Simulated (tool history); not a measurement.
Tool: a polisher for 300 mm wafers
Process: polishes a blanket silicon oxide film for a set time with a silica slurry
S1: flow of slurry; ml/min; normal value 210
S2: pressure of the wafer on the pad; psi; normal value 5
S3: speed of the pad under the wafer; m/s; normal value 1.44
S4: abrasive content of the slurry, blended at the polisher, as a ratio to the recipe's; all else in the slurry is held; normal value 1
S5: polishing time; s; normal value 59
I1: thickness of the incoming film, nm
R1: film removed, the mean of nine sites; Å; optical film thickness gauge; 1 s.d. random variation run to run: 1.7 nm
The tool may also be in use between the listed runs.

run    hour   S1   S2    S3    S4  S5      I1    R1
  1       0  210    5  1.44     1  59  1247.5  2609
  2    42.8  210    5  1.44     1  59  1266.4  2574
       68.6  -- slurry nozzle cleaned
  3    69.4  210    5  1.44     1  59  1274.1  2570
       97.9  -- worn pad replaced by a new one
  4   109.7  210    5  1.44     1  59  1264.2  2577
  5   142.5  210    5  1.44     1  59  1273.8  2547
  6   243.4  210    5  1.44     1  59  1277.8  2562
        247  -- slurry blender recalibrated
      268.1  -- worn pad replaced by a new one
  7   301.7  210    5  1.44     1  59  1252.9  2721
      342.1  -- slurry nozzle cleaned
  8   349.2  210    5  1.44     1  59  1270.5  2682
        392  -- conditioning disc replaced and pad reconditioned
  9   417.9  210  4.1  1.44     1  59  1278.2  2151
      438.7  -- worn pad replaced by a new one
 10     473  210    5  1.44     1  59  1281.8  2619
 11   514.5  210  4.5  1.44     1  71  1280.4  2802
 12     566  240    5  1.92     1  53  1268.4  2913
 13   598.2  210    5  1.44     1  59    1274  2573
      603.9  -- slurry nozzle cleaned
      642.2  -- worn pad replaced by a new one
 14   647.1  275    5   1.1  0.75  59  1280.8  1919
      656.5  -- head pressure recalibrated
      734.2  -- slurry blender recalibrated
      813.1  -- conditioning disc replaced and pad reconditioned
 15   837.2  210    5  1.22     1  59  1243.8  2385
      869.8  -- worn pad replaced by a new one
        902  -- slurry nozzle cleaned
 16   908.3  210  6.6  1.94   0.8  59  1251.1  3931
 17     968  140  5.5   1.7   1.2  59  1264.6  3283
 18  1000.4  210    5  1.44  1.15  44  1270.3  2054

Predict each of these 5 candidate next runs independently; none follows another, all start after run 18:
  A  1000.8  210    5  1.44   1  67  1264.3   ?
  B  1000.8  210    5     1   1  59  1264.3   ?
  C  1000.8  210  3.3  1.44   1  74  1264.3   ?
  D  1000.8  245    5  1.44   1  59  1264.3   ?
  E  1000.8  210    5  1.44   1  71  1264.3   ?

run    R1
  A  2962
  B  2008
  C  2159
  D  2653
  E  3139
Without the tool's hidden state the same runs would have given:
run    R1
  A  3157
  B  2140
  C  2301
  D  2827
  E  3345
